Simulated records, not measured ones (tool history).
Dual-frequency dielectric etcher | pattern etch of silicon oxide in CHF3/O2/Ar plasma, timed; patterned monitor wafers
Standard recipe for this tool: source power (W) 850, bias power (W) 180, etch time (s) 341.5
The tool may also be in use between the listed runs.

run,hour,source power (W),bias power (W),etch time (s),"read-back reference wafer on the same gauge, depth_nm",mean etch depth across the wafer (Å)
1,0.0,850,180,341.5,741.3,6567
2,31.1,850,180,341.5,742.1,6551
3,57.4,780,180,372.0,742.1,6728
4,78.9,850,180,341.5,742.2,6515
5,91.9,850,180,341.5,740.9,6516
6,119.5,850,180,341.5,741.8,6477
# hour 143.8: wet clean of the chamber
7,144.3,850,180,341.5,741.1,6665
8,159.9,850,180,341.5,742.0,6731
9,173.1,850,180,341.5,740.6,6683
10,187.4,850,180,341.5,742.0,6705
11,206.9,850,180,341.5,741.4,6712
12,223.9,850,180,341.5,741.4,6638
13,248.5,850,180,341.5,740.3,6624
14,278.1,850,180,341.5,741.3,6648
15,306.9,850,180,341.5,741.8,6620
# hour 313.9: gauge calibrated
16,376.4,770,158,274.0,741.6,4632
17,395.1,920,149,402.5,742.5,7410
# hour 414.6: source power generator calibrated
18,415.3,850,180,341.5,741.1,6559
# hour 442.5: upper electrode replaced
19,443.0,850,180,341.5,739.9,6570
20,457.7,980,214,313.5,740.5,7136
21,473.3,940,203,311.5,741.7,6747
# hour 485.4: bias power generator calibrated
# hour 512.0: wet clean of the chamber
22,512.5,850,180,341.5,739.2,6759
23,518.2,850,180,341.5,740.4,6699
24,534.0,670,141,341.5,741.1,5021
25,567.6,1010,164,414.0,742.5,8600
26,600.6,850,180,341.5,740.9,6686
27,620.1,940,206,429.0,741.5,9422
28,641.3,960,165,301.5,741.4,6055

Predict each of these 5 candidate next runs independently; none follows another, all start after run 28:
A,641.8,850,180,341.5,?,?
B,641.8,850,210,405.5,?,?
C,641.8,850,199,405.5,?,?
D,641.8,850,198,341.5,?,?
E,641.8,710,164,341.5,?,?

run,"read-back reference wafer on the same gauge, depth_nm",mean etch depth across the wafer (Å)
A,741.1,6640
B,741.1,8515
C,741.1,8291
D,741.1,6965
E,741.1,5623
With no hidden state in the tool, these same runs would have given:
run,mean etch depth across the wafer (Å)
A,6722
B,8621
C,8394
D,7052
E,5693

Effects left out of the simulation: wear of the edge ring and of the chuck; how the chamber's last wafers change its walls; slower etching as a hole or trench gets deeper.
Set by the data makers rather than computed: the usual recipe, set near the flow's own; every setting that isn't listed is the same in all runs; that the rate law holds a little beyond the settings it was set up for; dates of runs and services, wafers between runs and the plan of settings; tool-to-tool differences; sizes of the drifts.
